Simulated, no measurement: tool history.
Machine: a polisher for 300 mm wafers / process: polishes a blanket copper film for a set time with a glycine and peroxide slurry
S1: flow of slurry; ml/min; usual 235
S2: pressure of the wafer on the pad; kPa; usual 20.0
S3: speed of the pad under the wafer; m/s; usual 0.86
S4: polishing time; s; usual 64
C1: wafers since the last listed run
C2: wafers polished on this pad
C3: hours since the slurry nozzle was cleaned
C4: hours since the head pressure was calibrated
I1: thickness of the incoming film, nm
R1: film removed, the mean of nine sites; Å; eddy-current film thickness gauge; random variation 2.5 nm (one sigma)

run 1 hour=0.0 | S1=235 S2=20.0 S3=0.86 S4=64 | C1=0 C2=1421 C3=396.6 C4=72.7 | I1=1876.6 | R1=3438
-- hour=40.8 slurry nozzle cleaned
-- hour=41.0 worn pad replaced by a new one
run 2 hour=51.1 | S1=235 S2=20.0 S3=0.86 S4=64 | C1=587 C2=119 C3=10.3 C4=123.8 | I1=1858.1 | R1=3603
run 3 hour=103.2 | S1=235 S2=20.0 S3=0.86 S4=64 | C1=613 C2=732 C3=62.4 C4=175.9 | I1=1826.4 | R1=3487
run 4 hour=153.7 | S1=235 S2=20.0 S3=0.86 S4=64 | C1=594 C2=1326 C3=112.9 C4=226.4 | I1=1875.4 | R1=3403
-- hour=201.8 worn pad replaced by a new one
run 5 hour=214.4 | S1=290 S2=20.0 S3=0.86 S4=53 | C1=667 C2=148 C3=173.6 C4=287.1 | I1=1893.4 | R1=3047
-- hour=226.1 head pressure recalibrated
run 6 hour=250.3 | S1=290 S2=20.0 S3=0.86 S4=53 | C1=398 C2=547 C3=209.5 C4=24.2 | I1=1875.3 | R1=2932
run 7 hour=288.6 | S1=290 S2=20.0 S3=0.86 S4=53 | C1=450 C2=997 C3=247.8 C4=62.5 | I1=1888.6 | R1=2906
run 8 hour=320.8 | S1=235 S2=13.1 S3=0.86 S4=48 | C1=378 C2=1376 C3=280.0 C4=94.7 | I1=1845.7 | R1=2048
run 9 hour=359.8 | S1=235 S2=13.8 S3=0.86 S4=58 | C1=458 C2=1835 C3=319.0 C4=133.7 | I1=1888.2 | R1=2523
-- hour=366.7 worn pad replaced by a new one
run 10 hour=406.2 | S1=235 S2=20.0 S3=0.86 S4=64 | C1=498 C2=464 C3=365.4 C4=180.1 | I1=1840.7 | R1=3523
run 11 hour=432.3 | S1=235 S2=24.1 S3=0.86 S4=64 | C1=307 C2=772 C3=391.5 C4=206.2 | I1=1844.9 | R1=3956
-- hour=439.0 slurry nozzle cleaned
run 12 hour=478.3 | S1=270 S2=16.5 S3=0.86 S4=51 | C1=529 C2=1301 C3=39.3 C4=252.2 | I1=1834.7 | R1=2483
-- hour=513.0 worn pad replaced by a new one
run 13 hour=584.9 | S1=200 S2=20.0 S3=0.86 S4=64 | C1=1207 C2=846 C3=145.9 C4=358.8 | I1=1848.7 | R1=3431
-- hour=593.0 head pressure recalibrated
-- hour=696.4 worn pad replaced by a new one
run 14 hour=750.0 | S1=210 S2=15.9 S3=0.78 S4=82 | C1=1872 C2=631 C3=311.0 C4=157.0 | I1=1833.2 | R1=3590
run 15 hour=818.7 | S1=290 S2=20.0 S3=0.86 S4=53 | C1=808 C2=1439 C3=379.7 C4=225.7 | I1=1872.0 | R1=2848

3 ways to go on from here, each from the tool as it stands after run 15. What would each give?
run A hour=819.1 | S1=235 S2=20.0 S3=0.86 S4=64 | C1=4 C2=1444 C3=380.1 C4=226.1 | I1=1897.1 | R1=?
run B hour=819.1 | S1=235 S2=15.2 S3=0.86 S4=64 | C1=4 C2=1444 C3=380.1 C4=226.1 | I1=1897.1 | R1=?
run C hour=819.1 | S1=205 S2=17.9 S3=0.86 S4=70 | C1=4 C2=1444 C3=380.1 C4=226.1 | I1=1897.1 | R1=?

run=A R1=3350
run=B R1=2871
run=C R1=3397
Without the tool's hidden state the same runs would have given:
run=A R1=3625
run=B R1=3107
run=C R1=3676
